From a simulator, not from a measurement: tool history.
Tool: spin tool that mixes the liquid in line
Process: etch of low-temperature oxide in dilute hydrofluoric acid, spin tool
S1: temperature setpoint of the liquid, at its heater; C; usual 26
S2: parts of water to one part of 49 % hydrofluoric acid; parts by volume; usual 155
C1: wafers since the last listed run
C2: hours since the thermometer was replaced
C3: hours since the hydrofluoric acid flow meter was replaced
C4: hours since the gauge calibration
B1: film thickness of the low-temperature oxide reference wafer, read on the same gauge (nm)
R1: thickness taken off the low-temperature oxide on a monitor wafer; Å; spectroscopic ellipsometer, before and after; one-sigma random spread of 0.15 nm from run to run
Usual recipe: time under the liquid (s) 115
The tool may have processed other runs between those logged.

run 1 hour=0 | S1=26 S2=185 time_under_the_liquid_(s)=115 | C1=0 C2=624.3 C3=731.5 C4=2452.5 | B1=90.03 | R1=133
run 2 hour=96.5 | S1=26 S2=205 time_under_the_liquid_(s)=60 | C1=969 C2=720.8 C3=828 C4=2549 | B1=90 | R1=60.7
run 3 hour=134.4 | S1=26 S2=205 time_under_the_liquid_(s)=60 | C1=380 C2=758.7 C3=865.9 C4=2586.9 | B1=89.99 | R1=61.6
run 4 hour=238.4 | S1=26 S2=155 time_under_the_liquid_(s)=115 | C1=1045 C2=862.7 C3=969.9 C4=2690.9 | B1=90.02 | R1=166.5
run 5 hour=288.3 | S1=26 S2=155 time_under_the_liquid_(s)=115 | C1=501 C2=912.6 C3=1019.8 C4=2740.8 | B1=89.99 | R1=161.9
run 6 hour=327.3 | S1=26 S2=155 time_under_the_liquid_(s)=115 | C1=391 C2=951.6 C3=1058.8 C4=2779.8 | B1=89.98 | R1=163.8
-- hour=355.7 hydrofluoric acid flow meter replaced
run 7 hour=392.5 | S1=26 S2=155 time_under_the_liquid_(s)=115 | C1=645 C2=1016.8 C3=36.8 C4=2845 | B1=90 | R1=163.4
-- hour=408.4 gauge calibrated
run 8 hour=441 | S1=26 S2=155 time_under_the_liquid_(s)=115 | C1=487 C2=1065.3 C3=85.3 C4=32.6 | B1=90 | R1=162.8
run 9 hour=542.2 | S1=26 S2=155 time_under_the_liquid_(s)=115 | C1=1016 C2=1166.5 C3=186.5 C4=133.8 | B1=90.01 | R1=164.2
run 10 hour=692.5 | S1=26 S2=155 time_under_the_liquid_(s)=115 | C1=1510 C2=1316.8 C3=336.8 C4=284.1 | B1=89.97 | R1=163.8
run 11 hour=744.4 | S1=21 S2=155 time_under_the_liquid_(s)=80 | C1=521 C2=1368.7 C3=388.7 C4=336 | B1=90.02 | R1=94.2
run 12 hour=822.5 | S1=26 S2=155 time_under_the_liquid_(s)=115 | C1=784 C2=1446.8 C3=466.8 C4=414.1 | B1=90 | R1=162.7
run 13 hour=884.8 | S1=30.5 S2=80 time_under_the_liquid_(s)=115 | C1=626 C2=1509.1 C3=529.1 C4=476.4 | B1=89.99 | R1=411.4
run 14 hour=943.8 | S1=26 S2=230 time_under_the_liquid_(s)=115 | C1=592 C2=1568.1 C3=588.1 C4=535.4 | B1=90.01 | R1=100
run 15 hour=1033.1 | S1=26 S2=155 time_under_the_liquid_(s)=115 | C1=897 C2=1657.4 C3=677.4 C4=624.7 | B1=89.99 | R1=160
run 16 hour=1103.1 | S1=26 S2=155 time_under_the_liquid_(s)=115 | C1=703 C2=1727.4 C3=747.4 C4=694.7 | B1=90.02 | R1=162.1
run 17 hour=1190.2 | S1=26 S2=155 time_under_the_liquid_(s)=115 | C1=875 C2=1814.5 C3=834.5 C4=781.8 | B1=89.99 | R1=157.7
run 18 hour=1248.1 | S1=22 S2=130 time_under_the_liquid_(s)=50 | C1=581 C2=1872.4 C3=892.4 C4=839.7 | B1=90.01 | R1=72.7
-- hour=1281.9 thermometer replaced
-- hour=1290.1 hydrofluoric acid flow meter replaced
run 19 hour=1345.1 | S1=24.5 S2=110 time_under_the_liquid_(s)=50 | C1=954 C2=63.2 C3=55 C4=936.7 | B1=90.01 | R1=102.9
run 20 hour=1389.7 | S1=29.5 S2=155 time_under_the_liquid_(s)=150 | C1=448 C2=107.8 C3=99.6 C4=981.3 | B1=90.01 | R1=249.5
run 21 hour=1478.1 | S1=29.5 S2=155 time_under_the_liquid_(s)=160 | C1=888 C2=196.2 C3=188 C4=1069.7 | B1=89.99 | R1=263.1
run 22 hour=1558.7 | S1=28 S2=155 time_under_the_liquid_(s)=180 | C1=809 C2=276.8 C3=268.6 C4=1150.3 | B1=89.99 | R1=280
run 23 hour=1623.8 | S1=22.5 S2=235 time_under_the_liquid_(s)=115 | C1=654 C2=341.9 C3=333.7 C4=1215.4 | B1=90.02 | R1=87.8
run 24 hour=1696.1 | S1=26 S2=155 time_under_the_liquid_(s)=115 | C1=726 C2=414.2 C3=406 C4=1287.7 | B1=90 | R1=167.2
run 25 hour=1753.1 | S1=26 S2=155 time_under_the_liquid_(s)=115 | C1=572 C2=471.2 C3=463 C4=1344.7 | B1=90.02 | R1=164.6
run 26 hour=1834.7 | S1=26 S2=155 time_under_the_liquid_(s)=115 | C1=819 C2=552.8 C3=544.6 C4=1426.3 | B1=90.02 | R1=163.3
run 27 hour=1923.2 | S1=27.5 S2=155 time_under_the_liquid_(s)=115 | C1=889 C2=641.3 C3=633.1 C4=1514.8 | B1=90.01 | R1=173.7
run 28 hour=2004.3 | S1=27.5 S2=210 time_under_the_liquid_(s)=115 | C1=814 C2=722.4 C3=714.2 C4=1595.9 | B1=89.99 | R1=120.6
run 29 hour=2068 | S1=23.5 S2=155 time_under_the_liquid_(s)=115 | C1=640 C2=786.1 C3=777.9 C4=1659.6 | B1=89.99 | R1=148.6
run 30 hour=2131.4 | S1=26 S2=155 time_under_the_liquid_(s)=115 | C1=637 C2=849.5 C3=841.3 C4=1723 | B1=90 | R1=164.2
run 31 hour=2186.6 | S1=22 S2=220 time_under_the_liquid_(s)=165 | C1=554 C2=904.7 C3=896.5 C4=1778.2 | B1=90.01 | R1=132.9

Forecast each of these 5 alternatives for the next run:
run A hour=2187 | S1=26 S2=155 time_under_the_liquid_(s)=115 | C1=4 C2=905.1 C3=896.9 C4=1778.6 | B1=? | R1=?
run B hour=2187 | S1=28 S2=215 time_under_the_liquid_(s)=145 | C1=4 C2=905.1 C3=896.9 C4=1778.6 | B1=? | R1=?
run C hour=2187 | S1=26 S2=155 time_under_the_liquid_(s)=55 | C1=4 C2=905.1 C3=896.9 C4=1778.6 | B1=? | R1=?
run D hour=2187 | S1=28 S2=155 time_under_the_liquid_(s)=55 | C1=4 C2=905.1 C3=896.9 C4=1778.6 | B1=? | R1=?
run E hour=2187 | S1=21 S2=200 time_under_the_liquid_(s)=95 | C1=4 C2=905.1 C3=896.9 C4=1778.6 | B1=? | R1=?

run=A B1=90.01 R1=164
run=B B1=90.01 R1=149.6
run=C B1=90.01 R1=78.4
run=D B1=90.01 R1=84.5
run=E B1=90.01 R1=82.7
Take away the tool's hidden state, keep each run's random variation, and the runs would have read:
run=A R1=167.5
run=B R1=152.6
run=C R1=80.1
run=D R1=86.3
run=E R1=84.5
